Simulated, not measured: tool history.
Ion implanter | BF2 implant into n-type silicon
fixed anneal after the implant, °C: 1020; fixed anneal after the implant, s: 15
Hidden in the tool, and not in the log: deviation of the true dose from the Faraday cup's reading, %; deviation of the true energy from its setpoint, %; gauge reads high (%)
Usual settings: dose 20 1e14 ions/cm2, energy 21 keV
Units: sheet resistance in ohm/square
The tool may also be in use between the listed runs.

| run | hour | dose | energy | wafers since the last listed run | hours since the last dose calibration | hours since the extraction supply was calibrated | hours since the gauge calibration | read-back reference wafer on the same gauge, sheet resistance | sheet resistance |
|---|---|---|---|---|---|---|---|---|---|
| 1 | 0 | 20 | 21 | 0 | 179.8 | 5715.3 | 373.3 | 150.22 | 155.49 |
| 2 | 15.8 | 20 | 21 | 339 | 195.6 | 5731.1 | 389.1 | 150.15 | 155.29 |
| 3 | 29.7 | 20 | 21 | 298 | 209.5 | 5745 | 403 | 150.18 | 155.58 |
| 4 | 53.3 | 20 | 21 | 506 | 233.1 | 5768.6 | 426.6 | 150.14 | 155.43 |
| 5 | 86.7 | 20 | 21 | 716 | 266.5 | 5802 | 460 | 150.09 | 155.55 |
| 6 | 116 | 20 | 21 | 628 | 295.8 | 5831.3 | 489.3 | 150.06 | 155.6 |
| 7 | 144.4 | 20 | 21 | 609 | 324.2 | 5859.7 | 517.7 | 150.02 | 155.9 |
| 8 | 172.4 | 20 | 21 | 601 | 352.2 | 5887.7 | 545.7 | 149.99 | 155.53 |
| 9 | 203.4 | 22.67 | 21 | 665 | 383.2 | 5918.7 | 576.7 | 149.94 | 153.72 |
| 10 | 238 | 20 | 21 | 742 | 417.8 | 5953.3 | 611.3 | 149.88 | 155.48 |
| 11 | 272.8 | 20 | 21 | 746 | 452.6 | 5988.1 | 646.1 | 149.87 | 154.61 |
| 12 | 292.6 | 20 | 21 | 424 | 472.4 | 6007.9 | 665.9 | 149.82 | 155.14 |
| 13 | 320.2 | 20 | 21 | 592 | 500 | 6035.5 | 693.5 | 149.8 | 154.92 |
| 14 | 382.1 | 21.27 | 21 | 1328 | 561.9 | 6097.4 | 755.4 | 149.69 | 153.95 |
|  | 405.8 | extraction supply calibrated |
| 15 | 406.3 | 21.27 | 21 | 347 | 586.1 | 0.5 | 779.6 | 149.63 | 153.67 |
| 16 | 424.7 | 17.45 | 21 | 394 | 604.5 | 18.9 | 798 | 149.64 | 157.69 |
| 17 | 454.6 | 17.45 | 21 | 641 | 634.4 | 48.8 | 827.9 | 149.55 | 156.78 |
| 18 | 477.1 | 25.7 | 26.5 | 482 | 656.9 | 71.3 | 850.4 | 149.62 | 137.52 |
| 19 | 502.4 | 20 | 21 | 543 | 682.2 | 96.6 | 875.7 | 149.51 | 154.78 |
| 20 | 530.3 | 20 | 16.5 | 598 | 710.1 | 124.5 | 903.6 | 149.49 | 171.52 |
| 21 | 542.3 | 20 | 21 | 257 | 722.1 | 136.5 | 915.6 | 149.49 | 154.57 |
| 22 | 554.4 | 17.2 | 26.5 | 259 | 734.2 | 148.6 | 927.7 | 149.44 | 141.22 |
| 23 | 576.9 | 15.01 | 18 | 482 | 756.7 | 171.1 | 950.2 | 149.39 | 171.08 |
| 24 | 595.5 | 17.17 | 16.5 | 399 | 775.3 | 189.7 | 968.8 | 149.39 | 174.13 |
| 25 | 616.4 | 15.57 | 26.5 | 448 | 796.2 | 210.6 | 989.7 | 149.32 | 143.25 |
| 26 | 640.5 | 16.81 | 21 | 517 | 820.3 | 234.7 | 1013.8 | 149.3 | 157.79 |
| 27 | 655.5 | 20 | 21 | 321 | 835.3 | 249.7 | 1028.8 | 149.31 | 154.36 |
| 28 | 730.6 | 22.08 | 18.5 | 1611 | 910.4 | 324.8 | 1103.9 | 149.17 | 161.76 |
|  | 740.7 | gauge calibrated |
| 29 | 753.9 | 20 | 14 | 500 | 933.7 | 348.1 | 13.2 | 151.11 | 184.73 |
|  | 804.8 | Faraday cup replaced and dose calibrated |
| 30 | 805.3 | 14.5 | 23 | 931 | 0.5 | 399.5 | 64.6 | 151.13 | 156.32 |
| 31 | 837.4 | 25.28 | 26 | 689 | 32.6 | 431.6 | 96.7 | 151.02 | 139.97 |
| 32 | 925.7 | 20 | 21 | 1895 | 120.9 | 519.9 | 185 | 150.94 | 156.25 |
| 33 | 958.4 | 25.31 | 16 | 701 | 153.6 | 552.6 | 217.7 | 150.84 | 172.25 |
| 34 | 984.4 | 14.5 | 23 | 558 | 179.6 | 578.6 | 243.7 | 150.8 | 156.46 |
| 35 | 1089.9 | 20 | 25 | 2264 | 285.1 | 684.1 | 349.2 | 150.67 | 144.33 |

Forecast each of these 3 alternatives for the next run:
| A | 1090.3 | 20 | 21 | 8 | 285.5 | 684.5 | 349.6 | ? | ? |
| B | 1090.3 | 15.99 | 21 | 8 | 285.5 | 684.5 | 349.6 | ? | ? |
| C | 1090.3 | 25.18 | 18 | 8 | 285.5 | 684.5 | 349.6 | ? | ? |

| run | read-back reference wafer on the same gauge, sheet resistance | sheet resistance |
|---|---|---|
| A | 150.71 | 155.47 |
| B | 150.71 | 159.45 |
| C | 150.71 | 163.39 |
Without the tool's hidden state the same runs would have given:
| run | sheet resistance |
|---|---|
| A | 155.81 |
| B | 159.79 |
| C | 163.74 |
